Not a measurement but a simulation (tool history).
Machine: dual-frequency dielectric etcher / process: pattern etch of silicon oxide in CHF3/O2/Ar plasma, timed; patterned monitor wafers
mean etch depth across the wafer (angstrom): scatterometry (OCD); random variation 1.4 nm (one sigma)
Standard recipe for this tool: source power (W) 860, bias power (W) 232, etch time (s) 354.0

run   hour  source power (W)  bias power (W)  etch time (s)  wafers since the last listed run  hours since the last wet clean  hours since the last source power generator calibration  hours since the last bias power generator calibration  hours since the last upper electrode change  hours since the gauge calibration  read-back reference wafer on the same gauge, depth_nm  mean etch depth across the wafer (angstrom)
  1    0.0               860             232          354.0                                 0                            41.7                                                   3395.3                                                 1097.6                                       3839.7                               55.7                                                 1105.0                                         9244
  2   52.6               860             232          354.0                               243                            94.3                                                   3447.9                                                 1150.2                                       3892.3                              108.3                                                 1105.2                                         9241
  3   97.2               740             232          402.5                               206                           138.9                                                   3492.5                                                 1194.8                                       3936.9                              152.9                                                 1104.5                                         9981
  4  166.5               740             232          402.5                               321                           208.2                                                   3561.8                                                 1264.1                                       4006.2                              222.2                                                 1104.9                                         9961
     212.4  -- upper electrode replaced
  5  212.9               740             232          402.5                               103                           254.6                                                   3608.2                                                 1310.5                                          0.5                              268.6                                                 1105.5                                         9931
  6  237.0               800             232          354.0                               111                           278.7                                                   3632.3                                                 1334.6                                         24.6                              292.7                                                 1105.4                                         8975
     261.8  -- source power generator calibrated
  7  274.5               800             232          354.0                               155                           316.2                                                     12.7                                                 1372.1                                         62.1                              330.2                                                 1105.0                                         8934
     340.5  -- wet clean of the chamber
  8  341.0               800             232          354.0                               197                             0.5                                                     79.2                                                 1438.6                                        128.6                              396.7                                                 1104.8                                         8968
  9  386.7               860             248          430.5                               211                            46.2                                                    124.9                                                 1484.3                                        174.3                              442.4                                                 1104.9                                        11406

Run 10 is up next; what results do you expect?
 10  431.9               680             232          409.0                               209                            91.4                                                    170.1                                                 1529.5                                        219.5                              487.6                                                      ?                                            ?

Run 10 measured read-back reference wafer on the same gauge, depth_nm 1105.2, mean etch depth across the wafer (angstrom) 9797.
Had the tool carried no hidden state, the very same run would have given mean etch depth across the wafer (angstrom) 9938.
